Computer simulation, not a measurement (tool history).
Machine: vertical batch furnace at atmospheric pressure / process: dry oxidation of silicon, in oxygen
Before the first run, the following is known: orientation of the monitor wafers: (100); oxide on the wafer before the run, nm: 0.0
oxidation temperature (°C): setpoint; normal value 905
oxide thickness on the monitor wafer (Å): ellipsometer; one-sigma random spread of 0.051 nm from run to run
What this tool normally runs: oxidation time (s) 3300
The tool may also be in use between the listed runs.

| run | hour | oxidation temperature (°C) | oxidation time (s) | wafers since the last listed run | hours since the last temperature calibration | hours since the boat lift was adjusted | hours since the gauge calibration | read-back reference wafer on the same gauge, thickness | oxide thickness on the monitor wafer (Å) |
|---|---|---|---|---|---|---|---|---|---|
| 1 | 0.0 | 905 | 3300 | 0 | 1304.6 | 4136.5 | 49.5 | 21.39 | 185.8 |
| 2 | 82.3 | 905 | 3300 | 637 | 1386.9 | 4218.8 | 131.8 | 21.39 | 186.1 |
| 3 | 108.7 | 887 | 3300 | 204 | 1413.3 | 4245.2 | 158.2 | 21.40 | 154.3 |
| 4 | 142.5 | 887 | 3300 | 261 | 1447.1 | 4279.0 | 192.0 | 21.39 | 154.3 |
| 5 | 168.8 | 905 | 3300 | 203 | 1473.4 | 4305.3 | 218.3 | 21.41 | 186.8 |
| 6 | 183.2 | 905 | 3300 | 111 | 1487.8 | 4319.7 | 232.7 | 21.39 | 187.5 |
| 7 | 210.3 | 905 | 3300 | 209 | 1514.9 | 4346.8 | 259.8 | 21.39 | 187.3 |
|  | 247.6 | boat lift adjusted |
| 8 | 248.1 | 905 | 3300 | 106 | 1552.7 | 0.5 | 297.6 | 21.41 | 186.8 |
| 9 | 253.6 | 905 | 3300 | 42 | 1558.2 | 6.0 | 303.1 | 21.41 | 186.7 |
| 10 | 270.8 | 912 | 3300 | 133 | 1575.4 | 23.2 | 320.3 | 21.39 | 199.9 |
| 11 | 286.4 | 917 | 3300 | 120 | 1591.0 | 38.8 | 335.9 | 21.41 | 210.1 |
| 12 | 310.6 | 895 | 2550 | 187 | 1615.2 | 63.0 | 360.1 | 21.41 | 142.7 |
| 13 | 330.5 | 905 | 3300 | 154 | 1635.1 | 82.9 | 380.0 | 21.40 | 187.5 |
| 14 | 364.5 | 889 | 3300 | 263 | 1669.1 | 116.9 | 414.0 | 21.41 | 158.7 |
| 15 | 380.2 | 921 | 2730 | 121 | 1684.8 | 132.6 | 429.7 | 21.40 | 192.2 |
|  | 400.9 | gauge calibrated |
|  | 405.7 | thermocouples replaced and temperature profile calibrated |
| 16 | 406.2 | 905 | 3300 | 15 | 0.5 | 158.6 | 5.3 | 21.41 | 179.1 |
| 17 | 427.1 | 892 | 2520 | 161 | 21.4 | 179.5 | 26.2 | 21.40 | 130.4 |
| 18 | 441.1 | 892 | 3300 | 108 | 35.4 | 193.5 | 40.2 | 21.38 | 157.1 |
| 19 | 472.8 | 905 | 3300 | 245 | 67.1 | 225.2 | 71.9 | 21.39 | 179.7 |
| 20 | 501.0 | 916 | 3750 | 218 | 95.3 | 253.4 | 100.1 | 21.38 | 218.5 |
| 21 | 513.6 | 891 | 4440 | 97 | 107.9 | 266.0 | 112.7 | 21.42 | 189.6 |

Hidden condition of the tool, last listed run before each entry between runs versus first listed run after:
Between runs 7 and 8: boat lift adjusted (hour 247.6)
  true tube temperature minus thermocouple reading, K: 4.26 -> 4.37
  measured result minus the result with no hidden state, oxide thickness on the monitor wafer (Å): +7.9 -> +8.0
Between runs 15 and 16: gauge calibrated (hour 400.9); thermocouples replaced and temperature profile calibrated (hour 405.7)
  true tube temperature minus thermocouple reading, K: 4.74 -> 0.347
  measured result minus the result with no hidden state, oxide thickness on the monitor wafer (Å): +8.3 -> +0.6
